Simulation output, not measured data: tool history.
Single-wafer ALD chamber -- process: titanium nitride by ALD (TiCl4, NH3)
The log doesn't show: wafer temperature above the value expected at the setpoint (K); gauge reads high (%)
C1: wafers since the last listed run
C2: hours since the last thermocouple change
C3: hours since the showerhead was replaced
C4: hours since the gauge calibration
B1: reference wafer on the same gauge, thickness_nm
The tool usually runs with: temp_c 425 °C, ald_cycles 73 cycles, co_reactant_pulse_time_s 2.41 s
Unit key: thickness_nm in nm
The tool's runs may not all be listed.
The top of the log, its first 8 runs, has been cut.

{"run": 9, "hour": 86.0, "temp_c": 425, "ald_cycles": 73, "co_reactant_pulse_time_s": 2.41, "C1": 46, "C2": 2304.0, "C3": 5021.0, "C4": 271.0, "B1": 1.672, "thickness_nm": 1.673}
{"run": 10, "hour": 99.7, "temp_c": 425, "ald_cycles": 73, "co_reactant_pulse_time_s": 2.41, "C1": 44, "C2": 2317.7, "C3": 5034.7, "C4": 284.7, "B1": 1.673, "thickness_nm": 1.678}
{"run": 11, "hour": 110.2, "temp_c": 425, "ald_cycles": 73, "co_reactant_pulse_time_s": 2.41, "C1": 34, "C2": 2328.2, "C3": 5045.2, "C4": 295.2, "B1": 1.675, "thickness_nm": 1.682}
{"run": 12, "hour": 123.0, "temp_c": 425, "ald_cycles": 73, "co_reactant_pulse_time_s": 2.41, "C1": 41, "C2": 2341.0, "C3": 5058.0, "C4": 308.0, "B1": 1.674, "thickness_nm": 1.694}
{"run": 13, "hour": 138.2, "temp_c": 425, "ald_cycles": 73, "co_reactant_pulse_time_s": 2.41, "C1": 49, "C2": 2356.2, "C3": 5073.2, "C4": 323.2, "B1": 1.676, "thickness_nm": 1.682}
{"hour": 154.2, "done": "thermocouple changed; heater temperature recalibrated"}
{"run": 14, "hour": 154.7, "temp_c": 422, "ald_cycles": 73, "co_reactant_pulse_time_s": 2.41, "C1": 27, "C2": 0.5, "C3": 5089.7, "C4": 339.7, "B1": 1.677, "thickness_nm": 1.686}
{"hour": 168.1, "done": "showerhead replaced"}
{"run": 15, "hour": 168.6, "temp_c": 422, "ald_cycles": 73, "co_reactant_pulse_time_s": 2.41, "C1": 19, "C2": 14.4, "C3": 0.5, "C4": 353.6, "B1": 1.678, "thickness_nm": 1.69}
{"run": 16, "hour": 175.4, "temp_c": 422, "ald_cycles": 73, "co_reactant_pulse_time_s": 2.41, "C1": 22, "C2": 21.2, "C3": 7.3, "C4": 360.4, "B1": 1.677, "thickness_nm": 1.688}
{"run": 17, "hour": 187.9, "temp_c": 425, "ald_cycles": 73, "co_reactant_pulse_time_s": 2.41, "C1": 40, "C2": 33.7, "C3": 19.8, "C4": 372.9, "B1": 1.679, "thickness_nm": 1.696}
{"run": 18, "hour": 205.1, "temp_c": 425, "ald_cycles": 73, "co_reactant_pulse_time_s": 2.41, "C1": 55, "C2": 50.9, "C3": 37.0, "C4": 390.1, "B1": 1.678, "thickness_nm": 1.693}
{"run": 19, "hour": 215.2, "temp_c": 425, "ald_cycles": 73, "co_reactant_pulse_time_s": 2.41, "C1": 32, "C2": 61.0, "C3": 47.1, "C4": 400.2, "B1": 1.68, "thickness_nm": 1.687}
{"hour": 257.1, "done": "gauge calibrated"}
{"run": 20, "hour": 259.4, "temp_c": 440, "ald_cycles": 73, "co_reactant_pulse_time_s": 1.5, "C1": 143, "C2": 105.2, "C3": 91.3, "C4": 2.3, "B1": 1.651, "thickness_nm": 1.637}
{"run": 21, "hour": 268.7, "temp_c": 429, "ald_cycles": 73, "co_reactant_pulse_time_s": 2.84, "C1": 30, "C2": 114.5, "C3": 100.6, "C4": 11.6, "B1": 1.653, "thickness_nm": 1.674}
{"run": 22, "hour": 276.5, "temp_c": 425, "ald_cycles": 67, "co_reactant_pulse_time_s": 1.45, "C1": 25, "C2": 122.3, "C3": 108.4, "C4": 19.4, "B1": 1.652, "thickness_nm": 1.499}
{"run": 23, "hour": 290.9, "temp_c": 425, "ald_cycles": 86, "co_reactant_pulse_time_s": 2.41, "C1": 46, "C2": 136.7, "C3": 122.8, "C4": 33.8, "B1": 1.653, "thickness_nm": 1.962}
{"run": 24, "hour": 306.2, "temp_c": 425, "ald_cycles": 73, "co_reactant_pulse_time_s": 2.41, "C1": 49, "C2": 152.0, "C3": 138.1, "C4": 49.1, "B1": 1.654, "thickness_nm": 1.664}
{"run": 25, "hour": 313.9, "temp_c": 425, "ald_cycles": 73, "co_reactant_pulse_time_s": 2.41, "C1": 24, "C2": 159.7, "C3": 145.8, "C4": 56.8, "B1": 1.655, "thickness_nm": 1.659}
{"run": 26, "hour": 327.7, "temp_c": 425, "ald_cycles": 77, "co_reactant_pulse_time_s": 1.8, "C1": 44, "C2": 173.5, "C3": 159.6, "C4": 70.6, "B1": 1.655, "thickness_nm": 1.746}
{"run": 27, "hour": 338.9, "temp_c": 414, "ald_cycles": 80, "co_reactant_pulse_time_s": 2.41, "C1": 36, "C2": 184.7, "C3": 170.8, "C4": 81.8, "B1": 1.657, "thickness_nm": 1.823}
{"run": 28, "hour": 355.7, "temp_c": 412, "ald_cycles": 73, "co_reactant_pulse_time_s": 2.41, "C1": 54, "C2": 201.5, "C3": 187.6, "C4": 98.6, "B1": 1.657, "thickness_nm": 1.666}
{"run": 29, "hour": 373.2, "temp_c": 420, "ald_cycles": 80, "co_reactant_pulse_time_s": 3.36, "C1": 56, "C2": 219.0, "C3": 205.1, "C4": 116.1, "B1": 1.659, "thickness_nm": 1.842}
{"run": 30, "hour": 391.0, "temp_c": 412, "ald_cycles": 87, "co_reactant_pulse_time_s": 3.06, "C1": 57, "C2": 236.8, "C3": 222.9, "C4": 133.9, "B1": 1.659, "thickness_nm": 2.0}

Forecast run 31:
{"run": 31, "hour": 401.3, "temp_c": 437, "ald_cycles": 78, "co_reactant_pulse_time_s": 3.37, "C1": 33, "C2": 247.1, "C3": 233.2, "C4": 144.2, "B1": "?", "thickness_nm": "?"}

{"run 31": {"B1": 1.661, "thickness_nm": 1.796}}
On a tool with no hidden condition, and with the same random variation, this run would have come out at thickness_nm 1.785 nm.

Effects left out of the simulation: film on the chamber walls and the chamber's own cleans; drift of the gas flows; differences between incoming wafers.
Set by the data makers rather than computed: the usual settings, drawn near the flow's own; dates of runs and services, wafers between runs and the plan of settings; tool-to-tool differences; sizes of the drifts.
